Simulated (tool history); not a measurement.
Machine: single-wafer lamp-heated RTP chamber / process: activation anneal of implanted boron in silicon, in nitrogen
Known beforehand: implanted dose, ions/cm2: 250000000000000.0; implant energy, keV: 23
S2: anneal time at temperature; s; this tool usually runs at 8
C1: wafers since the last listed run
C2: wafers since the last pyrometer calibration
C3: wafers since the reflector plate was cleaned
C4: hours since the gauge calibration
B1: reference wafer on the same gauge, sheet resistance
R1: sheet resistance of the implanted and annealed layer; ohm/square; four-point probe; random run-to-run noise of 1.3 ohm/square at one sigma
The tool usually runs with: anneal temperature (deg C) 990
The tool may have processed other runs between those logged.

run 1 hour=0 | anneal_temperature_(deg_C)=968 S2=8 | C1=0 C2=4395 C3=2726 C4=233.6 | B1=463.6 | R1=428.07
run 2 hour=17 | anneal_temperature_(deg_C)=990 S2=8 | C1=312 C2=4708 C3=3038 C4=250.6 | B1=464.24 | R1=411.31
run 3 hour=28.3 | anneal_temperature_(deg_C)=990 S2=8 | C1=207 C2=4915 C3=3246 C4=261.9 | B1=463.77 | R1=408.51
run 4 hour=44.5 | anneal_temperature_(deg_C)=983 S2=10 | C1=297 C2=5213 C3=3543 C4=278.1 | B1=464.53 | R1=415.01
run 5 hour=61.1 | anneal_temperature_(deg_C)=1014 S2=9 | C1=304 C2=5518 C3=3848 C4=294.7 | B1=463.85 | R1=402.54
run 6 hour=71.1 | anneal_temperature_(deg_C)=1014 S2=9 | C1=183 C2=5701 C3=4032 C4=304.7 | B1=464.32 | R1=402.3
run 7 hour=88.9 | anneal_temperature_(deg_C)=1014 S2=9 | C1=327 C2=6029 C3=4359 C4=322.5 | B1=464.07 | R1=405.04
-- hour=91.2 gauge calibrated
run 8 hour=101.7 | anneal_temperature_(deg_C)=990 S2=8 | C1=235 C2=6264 C3=4594 C4=10.5 | B1=463.9 | R1=410.02
run 9 hour=116.5 | anneal_temperature_(deg_C)=990 S2=8 | C1=271 C2=6536 C3=4866 C4=25.3 | B1=464.06 | R1=408.43
run 10 hour=132.8 | anneal_temperature_(deg_C)=990 S2=8 | C1=299 C2=6835 C3=5166 C4=41.6 | B1=464.04 | R1=410.45
run 11 hour=147.7 | anneal_temperature_(deg_C)=990 S2=8 | C1=273 C2=7109 C3=5439 C4=56.5 | B1=464.8 | R1=409.96
run 12 hour=157.8 | anneal_temperature_(deg_C)=979 S2=8 | C1=185 C2=7294 C3=5625 C4=66.6 | B1=463.91 | R1=414.57
run 13 hour=166.3 | anneal_temperature_(deg_C)=979 S2=8 | C1=156 C2=7451 C3=5781 C4=75.1 | B1=463.81 | R1=415.48
run 14 hour=172.4 | anneal_temperature_(deg_C)=990 S2=8 | C1=112 C2=7563 C3=5893 C4=81.2 | B1=463.48 | R1=411.67
run 15 hour=184.3 | anneal_temperature_(deg_C)=990 S2=8 | C1=218 C2=7781 C3=6112 C4=93.1 | B1=463.71 | R1=408.66
run 16 hour=199.4 | anneal_temperature_(deg_C)=990 S2=8 | C1=277 C2=8059 C3=6389 C4=108.2 | B1=463.79 | R1=408.22
run 17 hour=215.5 | anneal_temperature_(deg_C)=990 S2=8 | C1=295 C2=8355 C3=6685 C4=124.3 | B1=464.5 | R1=408.42
-- hour=226.4 pyrometer window cleaned and pyrometer calibrated
run 18 hour=230.8 | anneal_temperature_(deg_C)=978 S2=5 | C1=134 C2=81 C3=6819 C4=139.6 | B1=464.78 | R1=424.96
run 19 hour=242.4 | anneal_temperature_(deg_C)=1010 S2=8 | C1=213 C2=294 C3=7032 C4=151.2 | B1=464.11 | R1=405.15
run 20 hour=253.4 | anneal_temperature_(deg_C)=1010 S2=10 | C1=202 C2=496 C3=7234 C4=162.2 | B1=464.07 | R1=404.71
run 21 hour=260.7 | anneal_temperature_(deg_C)=965 S2=8 | C1=134 C2=630 C3=7369 C4=169.5 | B1=464.67 | R1=439.05
run 22 hour=273 | anneal_temperature_(deg_C)=1010 S2=11 | C1=225 C2=856 C3=7595 C4=181.8 | B1=463.37 | R1=403.21
run 23 hour=280.5 | anneal_temperature_(deg_C)=1004 S2=9 | C1=137 C2=994 C3=7732 C4=189.3 | B1=463.59 | R1=406.34
run 24 hour=292.7 | anneal_temperature_(deg_C)=972 S2=6 | C1=224 C2=1218 C3=7957 C4=201.5 | B1=462.99 | R1=428.86
run 25 hour=310.3 | anneal_temperature_(deg_C)=990 S2=8 | C1=323 C2=1541 C3=8280 C4=219.1 | B1=463.76 | R1=409.27
run 26 hour=324 | anneal_temperature_(deg_C)=967 S2=12 | C1=251 C2=1793 C3=8532 C4=232.8 | B1=463.55 | R1=424.05
run 27 hour=333.7 | anneal_temperature_(deg_C)=961 S2=5 | C1=178 C2=1971 C3=8710 C4=242.5 | B1=463.93 | R1=441.77
-- hour=348.6 reflector plate cleaned
run 28 hour=349.7 | anneal_temperature_(deg_C)=1003 S2=10 | C1=146 C2=2118 C3=19 C4=258.5 | B1=464.14 | R1=403.9
run 29 hour=359.7 | anneal_temperature_(deg_C)=1010 S2=13 | C1=183 C2=2302 C3=203 C4=268.5 | B1=464.22 | R1=405.69
run 30 hour=369.1 | anneal_temperature_(deg_C)=990 S2=8 | C1=172 C2=2475 C3=375 C4=277.9 | B1=463.68 | R1=410.73
run 31 hour=384.7 | anneal_temperature_(deg_C)=990 S2=8 | C1=286 C2=2761 C3=662 C4=293.5 | B1=463.67 | R1=410.42
-- hour=386.7 gauge calibrated
run 32 hour=400.3 | anneal_temperature_(deg_C)=981 S2=6 | C1=286 C2=3048 C3=949 C4=13.6 | B1=463.2 | R1=417.32
run 33 hour=411.2 | anneal_temperature_(deg_C)=998 S2=6 | C1=200 C2=3248 C3=1149 C4=24.5 | B1=463.52 | R1=408.26
run 34 hour=420.4 | anneal_temperature_(deg_C)=980 S2=10 | C1=169 C2=3417 C3=1318 C4=33.7 | B1=463.69 | R1=416.01
run 35 hour=427.2 | anneal_temperature_(deg_C)=980 S2=12 | C1=124 C2=3542 C3=1443 C4=40.5 | B1=463.8 | R1=415.69
run 36 hour=441 | anneal_temperature_(deg_C)=998 S2=4 | C1=253 C2=3796 C3=1696 C4=54.3 | B1=464.03 | R1=408.15
run 37 hour=451.9 | anneal_temperature_(deg_C)=990 S2=11 | C1=200 C2=3996 C3=1897 C4=65.2 | B1=463.47 | R1=409.03
run 38 hour=476.3 | anneal_temperature_(deg_C)=977 S2=11 | C1=448 C2=4444 C3=2345 C4=89.6 | B1=463.72 | R1=415.4

Run-by-run hidden state of the tool:
gauge reads high (%): 0 in every run
H1: true wafer temperature minus pyrometer reading, K
H2: wafer temperature error from the tarnished reflector plate, K
run=1 H1=11 H2=1.99
run=2 H1=11.2 H2=2.21
run=3 H1=11.4 H2=2.36
run=4 H1=11.6 H2=2.58
run=5 H1=11.8 H2=2.8
run=6 H1=11.9 H2=2.93
run=7 H1=12 H2=3.16
run=8 H1=12.1 H2=3.33
run=9 H1=12.2 H2=3.53
run=10 H1=12.3 H2=3.74
run=11 H1=12.4 H2=3.94
run=12 H1=12.5 H2=4.07
run=13 H1=12.5 H2=4.18
run=14 H1=12.5 H2=4.26
run=15 H1=12.6 H2=4.42
run=16 H1=12.6 H2=4.62
run=17 H1=12.7 H2=4.83
run=18 H1=2.33 H2=5.04
run=19 H1=3.3 H2=5.19
run=20 H1=4.15 H2=5.33
run=21 H1=4.68 H2=5.43
run=22 H1=5.51 H2=5.59
run=23 H1=5.98 H2=5.69
run=24 H1=6.69 H2=5.85
run=25 H1=7.62 H2=6.08
run=26 H1=8.27 H2=6.27
run=27 H1=8.69 H2=6.39
run=28 H1=9.32 H2=0.15
run=29 H1=9.68 H2=0.282
run=30 H1=10 H2=0.406
run=31 H1=10.5 H2=0.611
run=32 H1=10.9 H2=0.817
run=33 H1=11.2 H2=0.961
run=34 H1=11.4 H2=1.08
run=35 H1=11.5 H2=1.17
run=36 H1=11.8 H2=1.35
run=37 H1=12 H2=1.5
run=38 H1=12.4 H2=1.82
